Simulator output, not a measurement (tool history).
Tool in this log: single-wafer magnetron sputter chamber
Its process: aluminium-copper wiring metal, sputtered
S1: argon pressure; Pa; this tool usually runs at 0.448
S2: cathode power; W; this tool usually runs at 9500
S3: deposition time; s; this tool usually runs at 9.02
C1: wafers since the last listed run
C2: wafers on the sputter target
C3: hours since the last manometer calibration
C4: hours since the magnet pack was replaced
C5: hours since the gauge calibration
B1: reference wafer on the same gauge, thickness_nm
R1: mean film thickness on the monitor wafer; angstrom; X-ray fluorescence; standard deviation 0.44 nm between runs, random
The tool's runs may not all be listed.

| run | hour | S1 | S2 | S3 | C1 | C2 | C3 | C4 | C5 | B1 | R1 |
|---|---|---|---|---|---|---|---|---|---|---|---|
| 1 | 0.0 | 0.448 | 9500 | 10.30 | 0 | 4086 | 1174.9 | 5325.9 | 144.6 | 144.887 | 1725.10 |
| 2 | 33.6 | 0.448 | 9500 | 10.40 | 1171 | 5258 | 1208.5 | 5359.5 | 178.2 | 145.076 | 1729.66 |
| 3 | 86.2 | 0.448 | 9500 | 10.40 | 1834 | 7093 | 1261.1 | 5412.1 | 230.8 | 144.975 | 1710.29 |
|  | 94.7 | sputter target and shields replaced |
| 4 | 112.1 | 0.403 | 9500 | 9.02 | 624 | 606 | 1287.0 | 5438.0 | 256.7 | 144.791 | 1553.19 |
| 5 | 174.2 | 0.403 | 9500 | 9.02 | 2165 | 2772 | 1349.1 | 5500.1 | 318.8 | 144.919 | 1546.03 |
| 6 | 204.8 | 0.448 | 9500 | 9.02 | 1067 | 3839 | 1379.7 | 5530.7 | 349.4 | 144.995 | 1497.98 |
| 7 | 251.7 | 0.448 | 10500 | 9.02 | 1635 | 5474 | 1426.6 | 5577.6 | 396.3 | 145.099 | 1577.89 |
|  | 296.4 | sputter target and shields replaced |
| 8 | 323.6 | 0.448 | 10500 | 9.02 | 2228 | 947 | 1498.5 | 5649.5 | 468.2 | 145.013 | 1621.28 |
| 9 | 377.4 | 0.448 | 10500 | 9.02 | 1876 | 2823 | 1552.3 | 5703.3 | 522.0 | 144.917 | 1606.81 |
| 10 | 432.6 | 0.448 | 9500 | 9.02 | 1925 | 4748 | 1607.5 | 5758.5 | 577.2 | 145.028 | 1483.47 |

Estimate the outcome of run 11 from the log above:
|  | 477.9 | magnet pack replaced |
| 11 | 478.4 | 0.589 | 9500 | 9.02 | 1318 | 6066 | 1653.3 | 0.5 | 623.0 | ? | ? |

B1: 144.799
R1: 1379.54 angstrom
With no hidden state in the tool, this same run would have given R1 1466.61 angstrom.
